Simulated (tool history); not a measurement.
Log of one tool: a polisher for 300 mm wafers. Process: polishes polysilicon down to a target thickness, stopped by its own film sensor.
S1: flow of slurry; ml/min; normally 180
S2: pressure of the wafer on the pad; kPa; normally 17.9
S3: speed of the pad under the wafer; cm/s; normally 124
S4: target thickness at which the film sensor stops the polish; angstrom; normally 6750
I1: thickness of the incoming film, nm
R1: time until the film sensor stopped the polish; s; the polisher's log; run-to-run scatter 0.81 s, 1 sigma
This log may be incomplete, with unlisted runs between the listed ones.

run   hour   S1    S2   S3    S4      I1    R1
  1    0.0  180  17.9  124  6750  1144.8  41.6
  2   34.5  180  14.5  124  5800  1175.4  70.6
      65.8  -- slurry nozzle cleaned
  3   70.4  180  17.9  124  6750  1156.2  46.4
  4   89.6  180  17.9  124  6750  1160.3  48.1
  5  101.8  180  17.9  124  6750  1156.3  47.9
     121.8  -- worn pad replaced by a new one
  6  131.0  180  17.9  124  6750  1153.8  41.4
  7  163.3  180  17.9  124  6750  1165.0  42.8
  8  176.2  180  17.9  124  6750  1152.9  41.9
  9  195.1  180  17.9  124  6750  1169.2  42.9
 10  228.1  180  17.9  124  6750  1169.3  45.3
 11  258.1  180  17.9  124  6750  1169.4  45.5
     322.5  -- worn pad replaced by a new one
 12  332.0  180  17.9  134  5770  1169.8  48.1
 13  357.4  180  17.9  134  5770  1157.6  47.8
 14  389.5  180  17.9  134  5770  1133.3  45.2
 15  416.4  180  17.9  124  6750  1163.5  43.1
 16  449.6  180  17.9  124  6750  1158.3  43.9
 17  463.1  130  17.9  124  6750  1173.6  50.6
 18  495.2  130  17.9  100  6750  1144.7  58.9
     503.2  -- head pressure recalibrated
     505.6  -- worn pad replaced by a new one
 19  522.8  230  17.9  148  8120  1176.9  26.5
 20  546.3  145  24.1   80  5160  1167.1  69.7
     556.6  -- slurry nozzle cleaned
 21  577.3  180  17.9  124  6750  1155.6  43.1
 22  593.1  140  17.9  154  5510  1155.1  47.9
 23  635.6  235  13.1   92  5880  1155.2  96.1
 24  655.3  180  17.9  104  6750  1175.1  57.0
 25  681.0  180  17.9  124  6750  1162.9  47.4
     701.5  -- worn pad replaced by a new one
 26  702.0  120  20.7  110  6750  1161.3  46.1
 27  759.0  150  22.1  162  6320  1148.2  28.5
 28  775.5  235  22.1  110  5420  1142.4  45.5
 29  789.0  180  17.9  124  5810  1186.9  53.5
 30  801.4  180  17.9   94  7200  1160.4  52.1
 31  817.7  230  17.9  148  8120  1160.1  25.8
 32  842.1  115  13.1  124  6190  1153.3  72.0
 33  868.2  225  22.1  124  6750  1172.8  37.7
     905.1  -- worn pad replaced by a new one
 34  905.6  160  14.5  124  7800  1166.7  42.0
 35  917.5  180  17.9  124  6750  1157.5  42.1
 36  950.7  180  17.9  124  6750  1164.3  43.5

5 ways to go on from here, each from the tool as it stands after run 36. What would each give?
  A  951.1  180  17.9  124  6750  1157.4   ?
  B  951.1  180  20.7  110  8290  1157.4   ?
  C  951.1  180  13.1  124  5620  1157.4   ?
  D  951.1  180  17.9  124  6010  1157.4   ?
  E  951.1  210  22.8  112  6750  1157.4   ?

run    R1
  A  42.2
  B  28.1
  C  71.3
  D  48.7
  E  36.0
The same runs, with their run-to-run variation unchanged, on a tool lacking any hidden condition would have given:
run    R1
  A  41.7
  B  27.7
  C  70.4
  D  48.1
  E  35.5
